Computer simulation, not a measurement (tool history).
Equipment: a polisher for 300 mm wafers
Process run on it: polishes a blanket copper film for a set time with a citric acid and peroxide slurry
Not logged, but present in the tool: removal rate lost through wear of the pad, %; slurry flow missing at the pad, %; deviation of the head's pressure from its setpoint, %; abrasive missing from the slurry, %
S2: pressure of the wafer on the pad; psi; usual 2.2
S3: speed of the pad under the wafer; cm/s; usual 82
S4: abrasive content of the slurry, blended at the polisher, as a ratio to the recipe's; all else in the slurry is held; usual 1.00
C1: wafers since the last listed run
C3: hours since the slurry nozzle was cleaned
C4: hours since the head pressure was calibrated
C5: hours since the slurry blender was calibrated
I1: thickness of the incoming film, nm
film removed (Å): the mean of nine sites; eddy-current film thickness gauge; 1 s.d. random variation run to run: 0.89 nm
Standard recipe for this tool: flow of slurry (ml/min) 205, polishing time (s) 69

{"run": 1, "hour": 0.0, "flow of slurry (ml/min)": 205, "S2": 2.2, "S3": 82, "S4": 0.85, "polishing time (s)": 57, "C1": 0, "wafers polished on this pad": 1074, "C3": 279.6, "C4": 671.1, "C5": 9.6, "I1": 642.0, "film removed (Å)": 843}
{"hour": 14.9, "done": "worn pad replaced by a new one"}
{"run": 2, "hour": 15.4, "flow of slurry (ml/min)": 205, "S2": 2.2, "S3": 82, "S4": 1.0, "polishing time (s)": 69, "C1": 126, "wafers polished on this pad": 5, "C3": 295.0, "C4": 686.5, "C5": 25.0, "I1": 642.6, "film removed (Å)": 1074}
{"run": 3, "hour": 40.0, "flow of slurry (ml/min)": 205, "S2": 2.2, "S3": 82, "S4": 1.0, "polishing time (s)": 85, "C1": 272, "wafers polished on this pad": 278, "C3": 319.6, "C4": 711.1, "C5": 49.6, "I1": 644.1, "film removed (Å)": 1277}
{"run": 4, "hour": 64.6, "flow of slurry (ml/min)": 205, "S2": 2.2, "S3": 82, "S4": 1.0, "polishing time (s)": 85, "C1": 272, "wafers polished on this pad": 550, "C3": 344.2, "C4": 735.7, "C5": 74.2, "I1": 641.7, "film removed (Å)": 1277}
{"hour": 79.8, "done": "slurry blender recalibrated"}
{"run": 5, "hour": 87.4, "flow of slurry (ml/min)": 205, "S2": 2.2, "S3": 82, "S4": 1.0, "polishing time (s)": 85, "C1": 230, "wafers polished on this pad": 780, "C3": 367.0, "C4": 758.5, "C5": 7.6, "I1": 638.9, "film removed (Å)": 1278}
{"run": 6, "hour": 104.6, "flow of slurry (ml/min)": 205, "S2": 2.2, "S3": 82, "S4": 1.0, "polishing time (s)": 69, "C1": 190, "wafers polished on this pad": 971, "C3": 384.2, "C4": 775.7, "C5": 24.8, "I1": 626.8, "film removed (Å)": 1038}
{"run": 7, "hour": 121.4, "flow of slurry (ml/min)": 205, "S2": 2.2, "S3": 82, "S4": 1.0, "polishing time (s)": 69, "C1": 185, "wafers polished on this pad": 1157, "C3": 401.0, "C4": 792.5, "C5": 41.6, "I1": 639.0, "film removed (Å)": 1025}
{"hour": 133.8, "done": "worn pad replaced by a new one"}
{"run": 8, "hour": 155.8, "flow of slurry (ml/min)": 205, "S2": 2.2, "S3": 82, "S4": 1.0, "polishing time (s)": 69, "C1": 336, "wafers polished on this pad": 243, "C3": 435.4, "C4": 826.9, "C5": 76.0, "I1": 626.5, "film removed (Å)": 1024}
{"hour": 176.3, "done": "slurry blender recalibrated"}
{"run": 9, "hour": 176.6, "flow of slurry (ml/min)": 205, "S2": 2.2, "S3": 82, "S4": 1.0, "polishing time (s)": 69, "C1": 208, "wafers polished on this pad": 451, "C3": 456.2, "C4": 847.7, "C5": 0.3, "I1": 643.6, "film removed (Å)": 1016}
{"run": 10, "hour": 210.9, "flow of slurry (ml/min)": 205, "S2": 1.8, "S3": 82, "S4": 1.0, "polishing time (s)": 69, "C1": 379, "wafers polished on this pad": 830, "C3": 490.5, "C4": 882.0, "C5": 34.6, "I1": 633.8, "film removed (Å)": 844}
{"hour": 227.1, "done": "worn pad replaced by a new one"}
{"hour": 235.8, "done": "slurry nozzle cleaned"}
{"run": 11, "hour": 245.7, "flow of slurry (ml/min)": 205, "S2": 2.2, "S3": 98, "S4": 1.0, "polishing time (s)": 69, "C1": 329, "wafers polished on this pad": 194, "C3": 9.9, "C4": 916.8, "C5": 69.4, "I1": 636.3, "film removed (Å)": 1304}
{"hour": 265.8, "done": "head pressure recalibrated"}
{"run": 12, "hour": 269.4, "flow of slurry (ml/min)": 240, "S2": 1.6, "S3": 72, "S4": 0.7, "polishing time (s)": 69, "C1": 240, "wafers polished on this pad": 434, "C3": 33.6, "C4": 3.6, "C5": 93.1, "I1": 639.1, "film removed (Å)": 701}
{"hour": 281.8, "done": "slurry blender recalibrated"}
{"run": 13, "hour": 283.0, "flow of slurry (ml/min)": 155, "S2": 1.8, "S3": 82, "S4": 0.75, "polishing time (s)": 61, "C1": 128, "wafers polished on this pad": 563, "C3": 47.2, "C4": 17.2, "C5": 1.2, "I1": 639.7, "film removed (Å)": 726}
{"run": 14, "hour": 308.3, "flow of slurry (ml/min)": 205, "S2": 1.9, "S3": 82, "S4": 1.0, "polishing time (s)": 69, "C1": 280, "wafers polished on this pad": 843, "C3": 72.5, "C4": 42.5, "C5": 26.5, "I1": 650.1, "film removed (Å)": 964}
{"run": 15, "hour": 333.5, "flow of slurry (ml/min)": 205, "S2": 2.2, "S3": 82, "S4": 1.0, "polishing time (s)": 69, "C1": 278, "wafers polished on this pad": 1122, "C3": 97.7, "C4": 67.7, "C5": 51.7, "I1": 644.9, "film removed (Å)": 1068}
{"hour": 342.1, "done": "worn pad replaced by a new one"}
{"run": 16, "hour": 365.5, "flow of slurry (ml/min)": 205, "S2": 2.2, "S3": 82, "S4": 0.75, "polishing time (s)": 88, "C1": 309, "wafers polished on this pad": 258, "C3": 129.7, "C4": 99.7, "C5": 83.7, "I1": 646.6, "film removed (Å)": 1307}
{"hour": 394.3, "done": "slurry blender recalibrated"}
{"run": 17, "hour": 399.7, "flow of slurry (ml/min)": 205, "S2": 2.2, "S3": 82, "S4": 1.0, "polishing time (s)": 69, "C1": 356, "wafers polished on this pad": 615, "C3": 163.9, "C4": 133.9, "C5": 5.4, "I1": 644.5, "film removed (Å)": 1061}
{"run": 18, "hour": 426.7, "flow of slurry (ml/min)": 205, "S2": 2.2, "S3": 82, "S4": 0.85, "polishing time (s)": 69, "C1": 298, "wafers polished on this pad": 914, "C3": 190.9, "C4": 160.9, "C5": 32.4, "I1": 639.5, "film removed (Å)": 1023}

Consider 5 possible next runs. They are alternatives, not a sequence: every one starts from the tool as it was left by run 18. What does each give?
{"run": "A", "hour": 427.1, "flow of slurry (ml/min)": 205, "S2": 2.2, "S3": 82, "S4": 1.0, "polishing time (s)": 69, "C1": 4, "wafers polished on this pad": 918, "C3": 191.3, "C4": 161.3, "C5": 32.8, "I1": 633.7, "film removed (Å)": "?"}
{"run": "B", "hour": 427.1, "flow of slurry (ml/min)": 155, "S2": 1.9, "S3": 68, "S4": 1.0, "polishing time (s)": 61, "C1": 4, "wafers polished on this pad": 918, "C3": 191.3, "C4": 161.3, "C5": 32.8, "I1": 633.7, "film removed (Å)": "?"}
{"run": "C", "hour": 427.1, "flow of slurry (ml/min)": 155, "S2": 2.4, "S3": 58, "S4": 0.85, "polishing time (s)": 69, "C1": 4, "wafers polished on this pad": 918, "C3": 191.3, "C4": 161.3, "C5": 32.8, "I1": 633.7, "film removed (Å)": "?"}
{"run": "D", "hour": 427.1, "flow of slurry (ml/min)": 205, "S2": 2.2, "S3": 82, "S4": 0.9, "polishing time (s)": 57, "C1": 4, "wafers polished on this pad": 918, "C3": 191.3, "C4": 161.3, "C5": 32.8, "I1": 633.7, "film removed (Å)": "?"}
{"run": "E", "hour": 427.1, "flow of slurry (ml/min)": 205, "S2": 2.7, "S3": 82, "S4": 1.0, "polishing time (s)": 69, "C1": 4, "wafers polished on this pad": 918, "C3": 191.3, "C4": 161.3, "C5": 32.8, "I1": 633.7, "film removed (Å)": "?"}

run=A film_removed_(Å)=1065
run=B film_removed_(Å)=659
run=C film_removed_(Å)=754
run=D film_removed_(Å)=861
run=E film_removed_(Å)=1268
Without the tool's unlogged condition, the same runs would have read:
run=A film_removed_(Å)=1094
run=B film_removed_(Å)=684
run=C film_removed_(Å)=782
run=D film_removed_(Å)=885
run=E film_removed_(Å)=1303
